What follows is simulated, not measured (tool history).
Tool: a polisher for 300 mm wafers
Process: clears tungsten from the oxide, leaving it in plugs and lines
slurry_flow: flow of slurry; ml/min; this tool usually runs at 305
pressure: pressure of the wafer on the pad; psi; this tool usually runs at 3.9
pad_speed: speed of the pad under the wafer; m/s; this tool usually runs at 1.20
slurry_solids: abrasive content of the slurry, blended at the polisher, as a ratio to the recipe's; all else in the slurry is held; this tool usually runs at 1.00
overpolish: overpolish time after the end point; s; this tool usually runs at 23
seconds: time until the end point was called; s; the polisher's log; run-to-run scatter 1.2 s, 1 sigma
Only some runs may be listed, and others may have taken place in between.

run	hour	slurry_flow	pressure	pad_speed	slurry_solids	overpolish	wafers since the last listed run	wafers polished on this pad	hours since the slurry nozzle was cleaned	hours since the head pressure was calibrated	hours since the slurry blender was calibrated	hours since the slurry got fresh peroxide	incoming thickness of the incoming film, nm	seconds
1	0.0	305	4.2	1.20	1.00	19	0	632	93.2	786.2	123.7	24.2	340.9	62.6
2	32.7	305	3.9	1.20	1.00	23	207	840	125.9	818.9	156.4	56.9	333.5	67.8
3	104.3	305	3.9	1.20	1.00	23	455	1295	197.5	890.5	228.0	128.5	335.2	69.0
4	159.0	305	3.9	1.40	1.00	23	347	1642	252.2	945.2	282.7	183.2	342.9	66.4
# hour 205.7: worn pad replaced by a new one
5	206.2	305	3.9	1.20	1.00	23	274	3	299.4	992.4	329.9	230.4	339.7	69.1
# hour 239.1: slurry blender recalibrated
6	254.2	305	3.9	1.20	1.00	23	292	295	347.4	1040.4	15.1	278.4	341.8	75.7
# hour 318.0: slurry tank refilled with fresh slurry and peroxide
7	319.9	305	3.9	1.20	1.00	23	411	706	413.1	1106.1	80.8	1.9	342.0	69.3
8	374.0	200	5.0	0.84	1.00	15	343	1050	467.2	1160.2	134.9	56.0	343.2	80.0
9	432.1	305	3.9	1.20	1.00	19	369	1419	525.3	1218.3	193.0	114.1	347.5	79.5
# hour 470.4: head pressure recalibrated
# hour 487.0: worn pad replaced by a new one
10	488.2	305	3.2	0.82	1.10	23	318	7	581.4	17.8	249.1	170.2	342.3	115.7
11	513.5	305	3.4	1.04	1.00	23	160	168	606.7	43.1	274.4	195.5	340.0	92.2
12	574.9	305	3.9	1.20	1.00	23	390	558	668.1	104.5	335.8	256.9	340.2	78.2
# hour 587.7: slurry blender recalibrated
13	661.0	305	3.9	1.20	1.00	23	534	1092	754.2	190.6	73.3	343.0	344.0	91.7
# hour 667.7: slurry tank refilled with fresh slurry and peroxide
14	699.4	305	3.1	1.20	1.00	23	237	1330	792.6	229.0	111.7	31.7	339.9	91.8
# hour 742.2: slurry nozzle cleaned
15	759.6	235	2.6	1.20	1.00	31	376	1706	17.4	289.2	171.9	91.9	337.8	109.1
# hour 784.8: worn pad replaced by a new one
16	802.1	305	3.9	1.20	1.00	18	244	109	59.9	331.7	214.4	134.4	339.7	69.5
17	827.4	205	5.0	1.20	1.00	23	160	270	85.2	357.0	239.7	159.7	339.8	60.8
# hour 894.6: slurry blender recalibrated
18	895.0	340	2.9	0.88	1.10	23	416	687	152.8	424.6	0.4	227.3	337.5	128.9
19	956.8	360	3.9	1.56	1.20	14	392	1080	214.6	486.4	62.2	289.1	343.3	62.1
20	982.3	305	3.9	1.20	1.00	23	162	1242	240.1	511.9	87.7	314.6	347.0	87.1
# hour 1005.4: slurry tank refilled with fresh slurry and peroxide
21	1015.7	305	3.9	1.20	1.00	23	205	1448	273.5	545.3	121.1	10.3	341.8	70.3
22	1073.9	200	3.9	1.20	1.00	15	369	1818	331.7	603.5	179.3	68.5	339.4	74.7
# hour 1084.2: worn pad replaced by a new one
23	1101.5	380	3.9	1.20	1.20	23	149	109	359.3	631.1	206.9	96.1	340.6	61.0
24	1158.6	305	3.9	1.20	1.00	23	362	472	416.4	688.2	264.0	153.2	338.0	69.1
25	1192.6	305	3.9	1.20	1.00	23	216	688	450.4	722.2	298.0	187.2	343.1	74.2

5 options for the next run, each taken on its own from the tool as it stands now. Forecast them:
A	1193.0	305	4.4	1.20	1.00	23	2	691	450.8	722.6	298.4	187.6	343.1	?
B	1193.0	385	4.4	1.20	1.10	11	2	691	450.8	722.6	298.4	187.6	343.1	?
C	1193.0	305	4.8	1.32	1.15	23	2	691	450.8	722.6	298.4	187.6	343.1	?
D	1193.0	245	3.9	1.20	1.00	23	2	691	450.8	722.6	298.4	187.6	343.1	?
E	1193.0	305	3.9	1.36	1.10	23	2	691	450.8	722.6	298.4	187.6	343.1	?

run	seconds
A	66.3
B	64.0
C	54.8
D	75.4
E	65.3
With no hidden state in the tool, these same runs would have given:
run	seconds
A	54.8
B	52.9
C	45.3
D	62.3
E	54.0
